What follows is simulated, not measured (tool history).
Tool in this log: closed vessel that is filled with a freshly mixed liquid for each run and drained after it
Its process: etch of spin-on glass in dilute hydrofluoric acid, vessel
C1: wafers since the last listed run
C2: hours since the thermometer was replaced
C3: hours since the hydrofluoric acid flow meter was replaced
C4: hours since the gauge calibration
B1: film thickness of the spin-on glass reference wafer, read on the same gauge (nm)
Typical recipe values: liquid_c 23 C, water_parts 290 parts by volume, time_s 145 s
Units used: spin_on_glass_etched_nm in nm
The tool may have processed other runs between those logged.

{"run": 1, "hour": 0.0, "liquid_c": 23, "water_parts": 205, "time_s": 145, "C1": 0, "C2": 937, "C3": 494.2, "C4": 655.2, "B1": 150, "spin_on_glass_etched_nm": 33.8}
{"run": 2, "hour": 28.2, "liquid_c": 23, "water_parts": 340, "time_s": 145, "C1": 2625, "C2": 965.2, "C3": 522.4, "C4": 683.4, "B1": 149.97, "spin_on_glass_etched_nm": 17.95}
{"run": 3, "hour": 103.1, "liquid_c": 23, "water_parts": 340, "time_s": 145, "C1": 6972, "C2": 1040.1, "C3": 597.3, "C4": 758.3, "B1": 149.99, "spin_on_glass_etched_nm": 17.82}
{"run": 4, "hour": 117.6, "liquid_c": 23, "water_parts": 290, "time_s": 80, "C1": 1349, "C2": 1054.6, "C3": 611.8, "C4": 772.8, "B1": 149.97, "spin_on_glass_etched_nm": 12.2}
{"run": 5, "hour": 145.1, "liquid_c": 23, "water_parts": 290, "time_s": 80, "C1": 2560, "C2": 1082.1, "C3": 639.3, "C4": 800.3, "B1": 149.98, "spin_on_glass_etched_nm": 12.05}
{"run": 6, "hour": 178.9, "liquid_c": 23, "water_parts": 290, "time_s": 145, "C1": 3146, "C2": 1115.9, "C3": 673.1, "C4": 834.1, "B1": 150, "spin_on_glass_etched_nm": 21.94}
{"run": 7, "hour": 205.7, "liquid_c": 23, "water_parts": 290, "time_s": 85, "C1": 2494, "C2": 1142.7, "C3": 699.9, "C4": 860.9, "B1": 150, "spin_on_glass_etched_nm": 12.88}
{"run": 8, "hour": 240.0, "liquid_c": 23, "water_parts": 290, "time_s": 85, "C1": 3193, "C2": 1177, "C3": 734.2, "C4": 895.2, "B1": 149.99, "spin_on_glass_etched_nm": 12.77}
{"hour": 264.0, "done": "thermometer replaced"}
{"run": 9, "hour": 275.9, "liquid_c": 23, "water_parts": 290, "time_s": 145, "C1": 3248, "C2": 11.9, "C3": 770.1, "C4": 931.1, "B1": 150.02, "spin_on_glass_etched_nm": 20.04}
{"run": 10, "hour": 294.4, "liquid_c": 23, "water_parts": 290, "time_s": 145, "C1": 1722, "C2": 30.4, "C3": 788.6, "C4": 949.6, "B1": 149.99, "spin_on_glass_etched_nm": 20.29}
{"run": 11, "hour": 306.5, "liquid_c": 23, "water_parts": 290, "time_s": 145, "C1": 1126, "C2": 42.5, "C3": 800.7, "C4": 961.7, "B1": 149.96, "spin_on_glass_etched_nm": 20.17}
{"run": 12, "hour": 339.8, "liquid_c": 23, "water_parts": 290, "time_s": 145, "C1": 3099, "C2": 75.8, "C3": 834, "C4": 995, "B1": 150, "spin_on_glass_etched_nm": 20.35}
{"hour": 379.1, "done": "gauge calibrated"}
{"run": 13, "hour": 390.3, "liquid_c": 23, "water_parts": 290, "time_s": 145, "C1": 4701, "C2": 126.3, "C3": 884.5, "C4": 11.2, "B1": 150.01, "spin_on_glass_etched_nm": 20.27}
{"run": 14, "hour": 410.4, "liquid_c": 23, "water_parts": 290, "time_s": 145, "C1": 1871, "C2": 146.4, "C3": 904.6, "C4": 31.3, "B1": 149.98, "spin_on_glass_etched_nm": 20.19}
{"run": 15, "hour": 431.0, "liquid_c": 23, "water_parts": 290, "time_s": 145, "C1": 1917, "C2": 167, "C3": 925.2, "C4": 51.9, "B1": 150.04, "spin_on_glass_etched_nm": 20.12}
{"run": 16, "hour": 450.8, "liquid_c": 23, "water_parts": 290, "time_s": 145, "C1": 1843, "C2": 186.8, "C3": 945, "C4": 71.7, "B1": 150.02, "spin_on_glass_etched_nm": 20.02}
{"run": 17, "hour": 519.9, "liquid_c": 21.5, "water_parts": 240, "time_s": 65, "C1": 6432, "C2": 255.9, "C3": 1014.1, "C4": 140.8, "B1": 150.03, "spin_on_glass_etched_nm": 11.01}
{"hour": 534.3, "done": "hydrofluoric acid flow meter replaced"}
{"run": 18, "hour": 548.3, "liquid_c": 23, "water_parts": 290, "time_s": 145, "C1": 2550, "C2": 284.3, "C3": 14, "C4": 169.2, "B1": 149.99, "spin_on_glass_etched_nm": 21.93}
{"run": 19, "hour": 570.3, "liquid_c": 19, "water_parts": 290, "time_s": 145, "C1": 2048, "C2": 306.3, "C3": 36, "C4": 191.2, "B1": 149.98, "spin_on_glass_etched_nm": 18.84}
{"run": 20, "hour": 588.4, "liquid_c": 23, "water_parts": 290, "time_s": 145, "C1": 1684, "C2": 324.4, "C3": 54.1, "C4": 209.3, "B1": 150, "spin_on_glass_etched_nm": 21.71}
{"run": 21, "hour": 605.4, "liquid_c": 23, "water_parts": 290, "time_s": 145, "C1": 1582, "C2": 341.4, "C3": 71.1, "C4": 226.3, "B1": 150.01, "spin_on_glass_etched_nm": 21.66}
{"run": 22, "hour": 635.1, "liquid_c": 23, "water_parts": 385, "time_s": 145, "C1": 2764, "C2": 371.1, "C3": 100.8, "C4": 256, "B1": 150.01, "spin_on_glass_etched_nm": 14.98}
{"run": 23, "hour": 655.3, "liquid_c": 25.5, "water_parts": 365, "time_s": 70, "C1": 1880, "C2": 391.3, "C3": 121, "C4": 276.2, "B1": 149.98, "spin_on_glass_etched_nm": 8.51}
{"run": 24, "hour": 685.1, "liquid_c": 18.5, "water_parts": 395, "time_s": 220, "C1": 2774, "C2": 421.1, "C3": 150.8, "C4": 306, "B1": 150.06, "spin_on_glass_etched_nm": 18.76}
{"run": 25, "hour": 697.5, "liquid_c": 18.5, "water_parts": 430, "time_s": 200, "C1": 1154, "C2": 433.5, "C3": 163.2, "C4": 318.4, "B1": 150.05, "spin_on_glass_etched_nm": 15.34}
{"run": 26, "hour": 724.6, "liquid_c": 18.5, "water_parts": 195, "time_s": 115, "C1": 2522, "C2": 460.6, "C3": 190.3, "C4": 345.5, "B1": 150.01, "spin_on_glass_etched_nm": 24.1}
{"run": 27, "hour": 739.0, "liquid_c": 23, "water_parts": 290, "time_s": 145, "C1": 1340, "C2": 475, "C3": 204.7, "C4": 359.9, "B1": 150.01, "spin_on_glass_etched_nm": 21.7}
{"run": 28, "hour": 756.6, "liquid_c": 20.5, "water_parts": 375, "time_s": 210, "C1": 1638, "C2": 492.6, "C3": 222.3, "C4": 377.5, "B1": 150.03, "spin_on_glass_etched_nm": 20.93}
{"run": 29, "hour": 781.4, "liquid_c": 24.5, "water_parts": 290, "time_s": 120, "C1": 2308, "C2": 517.4, "C3": 247.1, "C4": 402.3, "B1": 150.03, "spin_on_glass_etched_nm": 19.15}
{"run": 30, "hour": 809.8, "liquid_c": 18.5, "water_parts": 395, "time_s": 220, "C1": 2643, "C2": 545.8, "C3": 275.5, "C4": 430.7, "B1": 150.03, "spin_on_glass_etched_nm": 18.97}
{"run": 31, "hour": 840.5, "liquid_c": 18, "water_parts": 290, "time_s": 145, "C1": 2857, "C2": 576.5, "C3": 306.2, "C4": 461.4, "B1": 149.99, "spin_on_glass_etched_nm": 18.31}
{"run": 32, "hour": 867.9, "liquid_c": 19, "water_parts": 290, "time_s": 220, "C1": 2550, "C2": 603.9, "C3": 333.6, "C4": 488.8, "B1": 150.04, "spin_on_glass_etched_nm": 28.55}

Results for each run, recomputed without the tool's hidden state and with each run's random variation untouched:
The hidden state here: liquid hotter than its thermometer reads (K); hydrofluoric acid flow below the setpoint (%); gauge reads high (%).
run=1 spin_on_glass_etched_nm=32.7
run=2 spin_on_glass_etched_nm=17.53
run=3 spin_on_glass_etched_nm=17.42
run=4 spin_on_glass_etched_nm=11.89
run=5 spin_on_glass_etched_nm=11.74
run=6 spin_on_glass_etched_nm=21.39
run=7 spin_on_glass_etched_nm=12.56
run=8 spin_on_glass_etched_nm=12.46
run=9 spin_on_glass_etched_nm=21.11
run=10 spin_on_glass_etched_nm=21.37
run=11 spin_on_glass_etched_nm=21.25
run=12 spin_on_glass_etched_nm=21.44
run=13 spin_on_glass_etched_nm=21.37
run=14 spin_on_glass_etched_nm=21.29
run=15 spin_on_glass_etched_nm=21.23
run=16 spin_on_glass_etched_nm=21.12
run=17 spin_on_glass_etched_nm=11.58
run=18 spin_on_glass_etched_nm=21.36
run=19 spin_on_glass_etched_nm=18.33
run=20 spin_on_glass_etched_nm=21.16
run=21 spin_on_glass_etched_nm=21.11
run=22 spin_on_glass_etched_nm=14.64
run=23 spin_on_glass_etched_nm=8.33
run=24 spin_on_glass_etched_nm=18.3
run=25 spin_on_glass_etched_nm=14.97
run=26 spin_on_glass_etched_nm=23.38
run=27 spin_on_glass_etched_nm=21.17
run=28 spin_on_glass_etched_nm=20.45
run=29 spin_on_glass_etched_nm=18.71
run=30 spin_on_glass_etched_nm=18.53
run=31 spin_on_glass_etched_nm=17.82
run=32 spin_on_glass_etched_nm=27.8
